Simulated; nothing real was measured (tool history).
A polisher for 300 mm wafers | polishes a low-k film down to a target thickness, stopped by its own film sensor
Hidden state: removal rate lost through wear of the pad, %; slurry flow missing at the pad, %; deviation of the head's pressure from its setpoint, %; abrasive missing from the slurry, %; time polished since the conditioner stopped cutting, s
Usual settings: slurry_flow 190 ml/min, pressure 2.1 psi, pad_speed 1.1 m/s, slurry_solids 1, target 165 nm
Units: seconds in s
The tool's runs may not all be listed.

run	hour	slurry_flow	pressure	pad_speed	slurry_solids	target	wafers since the last listed run	wafers polished on this pad	hours since the slurry nozzle was cleaned	hours since the head pressure was calibrated	hours since the slurry blender was calibrated	hours since the conditioning disc was replaced	incoming thickness of the incoming film, nm	seconds
1	0	190	2.1	1.1	1	165	0	2003	188.2	1409.5	164.9	374.6	209.3	98.4
# hour 22.8: conditioning disc replaced and pad reconditioned
# hour 78.5: head pressure recalibrated
# hour 197.4: worn pad replaced by a new one
2	203.4	190	2.1	1.1	1	165	2161	66	391.6	124.9	368.3	180.6	208.3	98.9
3	230.7	190	2.1	1.1	1	165	301	368	418.9	152.2	395.6	207.9	209.3	100.7
4	266.9	190	2.1	1.1	1	165	400	768	455.1	188.4	431.8	244.1	210.3	103.6
# hour 273.1: slurry nozzle cleaned
5	338.4	190	1.7	1.1	1	165	779	1548	65.3	259.9	503.3	315.6	209.4	125.2
# hour 380.4: slurry blender recalibrated
6	400.1	190	2.1	1.3	1	165	660	2208	127	321.6	19.7	377.3	208.4	87.8
# hour 421.7: conditioning disc replaced and pad reconditioned
7	448.3	190	2.1	1.1	1	165	511	2719	175.2	369.8	67.9	26.6	209.6	98.2
8	517.5	190	2.1	1.1	1	165	765	3485	244.4	439	137.1	95.8	208.9	96.7
# hour 525.2: worn pad replaced by a new one, of another model than before
9	575.6	190	1.6	1.1	1	168	598	557	302.5	497.1	195.2	153.9	214	120.3
10	623.5	190	2.7	1.1	1	165	529	1087	350.4	545	243.1	201.8	211.6	87.9
11	680	190	2.1	0.84	1	176	624	1712	406.9	601.5	299.6	258.3	209.6	94.5
12	723.5	190	2.1	1.1	1	165	481	2193	450.4	645	343.1	301.8	210.8	102.4
13	771.5	255	2.1	1.38	1	165	530	2724	498.4	693	391.1	349.8	209.2	81.8
# hour 779.1: slurry nozzle cleaned
# hour 808.9: conditioning disc replaced and pad reconditioned
14	811.6	190	2.3	1.1	0.85	165	410	3134	32.5	733.1	431.2	2.7	212	110
15	838.9	190	2.1	1.1	1	178	301	3436	59.8	760.4	458.5	30	208.1	69.5
# hour 855.7: worn pad replaced by a new one
16	892.4	190	2.1	1.1	1.15	165	547	405	113.3	813.9	512	83.5	207.5	94.3
# hour 904.7: slurry blender recalibrated
17	933.1	130	2.8	0.9	1	172	428	834	154	854.6	28.4	124.2	214.5	88.7
18	957.7	220	1.9	0.76	0.9	165	272	1106	178.6	879.2	53	148.8	212.2	148.8
19	1029.5	190	2.1	1.1	1	165	794	1900	250.4	951	124.8	220.6	207.1	90.7
20	1085.2	255	2.1	1.38	1	165	616	2516	306.1	1006.7	180.5	276.3	212.1	84.7
21	1151.6	190	2.4	1.3	1	161	734	3250	372.5	1073.1	246.9	342.7	207.9	83.9
22	1193	190	2.1	1.1	1.25	165	457	3708	413.9	1114.5	288.3	384.1	209.5	91
# hour 1229.1: worn pad replaced by a new one
23	1237.4	230	2.1	1.1	1.1	165	446	92	458.3	1158.9	332.7	428.5	207.8	91.6
# hour 1244.7: conditioning disc replaced and pad reconditioned
# hour 1261.4: slurry nozzle cleaned
24	1307.7	130	2.1	1.1	1	165	744	836	46.3	1229.2	403	63	213.3	109.4

Hidden state or all else? Some run-to-run changes of seconds, split into what the settings, what came in and random variation would give without the hidden state, and what is left for the hidden state (with any gauge scatter that isn't in both results):
Run 5 -> 6: pressure 1.7 -> 2.1, pad_speed 1.1 -> 1.3, slurry blender recalibrated. seconds -37.4 s: hidden state -10.8, all else -26.6.
Run 16 -> 17: slurry_flow 190 -> 130, pressure 2.1 -> 2.8, pad_speed 1.1 -> 0.9, slurry_solids 1.15 -> 1, target 165 -> 172, slurry blender recalibrated. seconds -5.6 s: hidden state -7.4, all else +1.8.
Run 17 -> 18: slurry_flow 130 -> 220, pressure 2.8 -> 1.9, pad_speed 0.9 -> 0.76, slurry_solids 1 -> 0.9, target 172 -> 165. seconds +60.1 s: hidden state +0.9, all else +59.2.
Run 18 -> 19: slurry_flow 220 -> 190, pressure 1.9 -> 2.1, pad_speed 0.76 -> 1.1, slurry_solids 0.9 -> 1. seconds -58.1 s: hidden state +0.4, all else -58.5.
